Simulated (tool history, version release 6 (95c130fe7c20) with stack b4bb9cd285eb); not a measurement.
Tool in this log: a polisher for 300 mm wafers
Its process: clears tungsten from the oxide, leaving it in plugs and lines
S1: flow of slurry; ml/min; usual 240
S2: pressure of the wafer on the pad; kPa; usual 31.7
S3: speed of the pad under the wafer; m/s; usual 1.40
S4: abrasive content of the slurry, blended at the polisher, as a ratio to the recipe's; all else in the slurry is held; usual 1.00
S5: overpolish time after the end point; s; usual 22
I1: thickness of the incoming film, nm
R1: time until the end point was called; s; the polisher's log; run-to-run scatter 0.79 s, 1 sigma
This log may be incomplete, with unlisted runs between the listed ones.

run 1 hour=0.0 | S1=240 S2=31.7 S3=1.40 S4=1.00 S5=22 | I1=506.2 | R1=83.8
run 2 hour=85.3 | S1=240 S2=31.7 S3=1.40 S4=1.00 S5=22 | I1=505.6 | R1=78.9
run 3 hour=132.4 | S1=240 S2=31.7 S3=1.40 S4=1.00 S5=22 | I1=510.9 | R1=81.3
run 4 hour=196.4 | S1=240 S2=31.7 S3=1.40 S4=1.00 S5=22 | I1=501.4 | R1=79.5
run 5 hour=247.1 | S1=240 S2=31.7 S3=1.40 S4=1.00 S5=22 | I1=510.8 | R1=81.3
run 6 hour=317.2 | S1=205 S2=40.7 S3=1.40 S4=1.00 S5=22 | I1=511.9 | R1=66.5
run 7 hour=399.3 | S1=240 S2=31.7 S3=1.08 S4=1.00 S5=22 | I1=515.0 | R1=108.6
run 8 hour=481.9 | S1=240 S2=42.1 S3=1.40 S4=1.30 S5=22 | I1=513.0 | R1=60.7
run 9 hour=536.0 | S1=240 S2=34.5 S3=1.10 S4=1.25 S5=17 | I1=519.9 | R1=96.1
run 10 hour=639.2 | S1=240 S2=31.7 S3=1.40 S4=1.00 S5=22 | I1=509.9 | R1=79.3
run 11 hour=731.5 | S1=240 S2=31.7 S3=1.10 S4=0.75 S5=22 | I1=510.8 | R1=107.5
run 12 hour=826.1 | S1=240 S2=31.7 S3=1.64 S4=1.15 S5=22 | I1=504.0 | R1=68.0
run 13 hour=923.8 | S1=240 S2=31.7 S3=1.10 S4=0.75 S5=22 | I1=509.4 | R1=109.2
run 14 hour=970.0 | S1=240 S2=24.8 S3=1.40 S4=1.00 S5=22 | I1=518.5 | R1=105.9
run 15 hour=1033.8 | S1=240 S2=31.7 S3=1.40 S4=1.00 S5=17 | I1=516.5 | R1=85.3
run 16 hour=1134.9 | S1=240 S2=31.7 S3=1.56 S4=1.00 S5=22 | I1=502.0 | R1=74.5
run 17 hour=1237.5 | S1=240 S2=31.7 S3=1.40 S4=1.00 S5=22 | I1=501.7 | R1=84.0
run 18 hour=1321.9 | S1=240 S2=31.7 S3=1.40 S4=1.00 S5=26 | I1=501.5 | R1=78.4
run 19 hour=1391.4 | S1=240 S2=31.7 S3=1.40 S4=1.00 S5=22 | I1=513.2 | R1=80.3
run 20 hour=1484.2 | S1=270 S2=31.7 S3=1.08 S4=0.70 S5=14 | I1=504.5 | R1=109.7
run 21 hour=1541.8 | S1=240 S2=28.3 S3=1.28 S4=1.00 S5=22 | I1=512.7 | R1=100.9
run 22 hour=1604.1 | S1=240 S2=31.7 S3=1.54 S4=1.00 S5=22 | I1=501.2 | R1=73.6
run 23 hour=1679.0 | S1=240 S2=31.7 S3=1.40 S4=1.00 S5=22 | I1=506.7 | R1=82.3
run 24 hour=1739.8 | S1=175 S2=31.7 S3=1.24 S4=1.25 S5=22 | I1=509.2 | R1=94.6
run 25 hour=1796.1 | S1=290 S2=36.5 S3=1.40 S4=0.70 S5=33 | I1=501.6 | R1=72.0
run 26 hour=1901.8 | S1=240 S2=31.7 S3=1.40 S4=1.25 S5=11 | I1=500.3 | R1=79.5

Between the runs listed above, the log contained 14 entries, not reproduced here. Where in the sequence does each belong, and how does what the log doesn't record of the tool's condition differ from the listed run before to the listed run after?
Logged between run 1 and run 2: slurry nozzle cleaned (hour 26.2)
  slurry flow missing at the pad, %: 39.5 -> 15.4
  the result without the hidden state subtracted from the measured one, R1: +4.8 -> +1.4 s
Logged between run 6 and run 7: slurry tank refilled with fresh slurry and peroxide (hour 369.5); worn pad replaced by a new one (hour 398.8)
  slurry flow missing at the pad, %: 36.9 -> 40.2
  the result without the hidden state subtracted from the measured one, R1: +3.9 -> +6.4 s
Logged between run 8 and run 9: slurry blender recalibrated (hour 489.5)
  slurry flow missing at the pad, %: 42.5 -> 43.5
  the result without the hidden state subtracted from the measured one, R1: +3.9 -> +6.3 s
Logged between run 9 and run 10: slurry nozzle cleaned (hour 635.7)
  slurry flow missing at the pad, %: 43.5 -> 4.28
  the result without the hidden state subtracted from the measured one, R1: +6.3 -> +0.4 s
Logged between run 11 and run 12: head pressure recalibrated (hour 812.2)
  slurry flow missing at the pad, %: 19.5 -> 29.3
  the result without the hidden state subtracted from the measured one, R1: +2.5 -> +2.5 s
Logged between run 14 and run 15: worn pad replaced by a new one (hour 1033.3)
  slurry flow missing at the pad, %: 37.6 -> 39.8
  the result without the hidden state subtracted from the measured one, R1: +5.7 -> +5.0 s
Logged between run 15 and run 16: slurry blender recalibrated (hour 1046.1); slurry tank refilled with fresh slurry and peroxide (hour 1054.5)
  slurry flow missing at the pad, %: 39.8 -> 42.1
  the result without the hidden state subtracted from the measured one, R1: +5.0 -> +4.7 s
Logged between run 17 and run 18: slurry nozzle cleaned (hour 1248.2)
  slurry flow missing at the pad, %: 43.5 -> 15.1
  the result without the hidden state subtracted from the measured one, R1: +5.5 -> +1.3 s
Logged between run 21 and run 22: worn pad replaced by a new one (hour 1594.8)
  slurry flow missing at the pad, %: 34.5 -> 37.1
  the result without the hidden state subtracted from the measured one, R1: +4.7 -> +3.8 s
Logged between run 22 and run 23: slurry blender recalibrated (hour 1671.3)
  slurry flow missing at the pad, %: 37.1 -> 39.3
  the result without the hidden state subtracted from the measured one, R1: +3.8 -> +4.7 s
Logged between run 23 and run 24: slurry tank refilled with fresh slurry and peroxide (hour 1732.7)
  slurry flow missing at the pad, %: 39.3 -> 40.6
  the result without the hidden state subtracted from the measured one, R1: +4.7 -> +7.2 s
Logged between run 25 and run 26: head pressure recalibrated (hour 1890.7)
  slurry flow missing at the pad, %: 41.5 -> 42.6
  the result without the hidden state subtracted from the measured one, R1: +3.8 -> +5.1 s
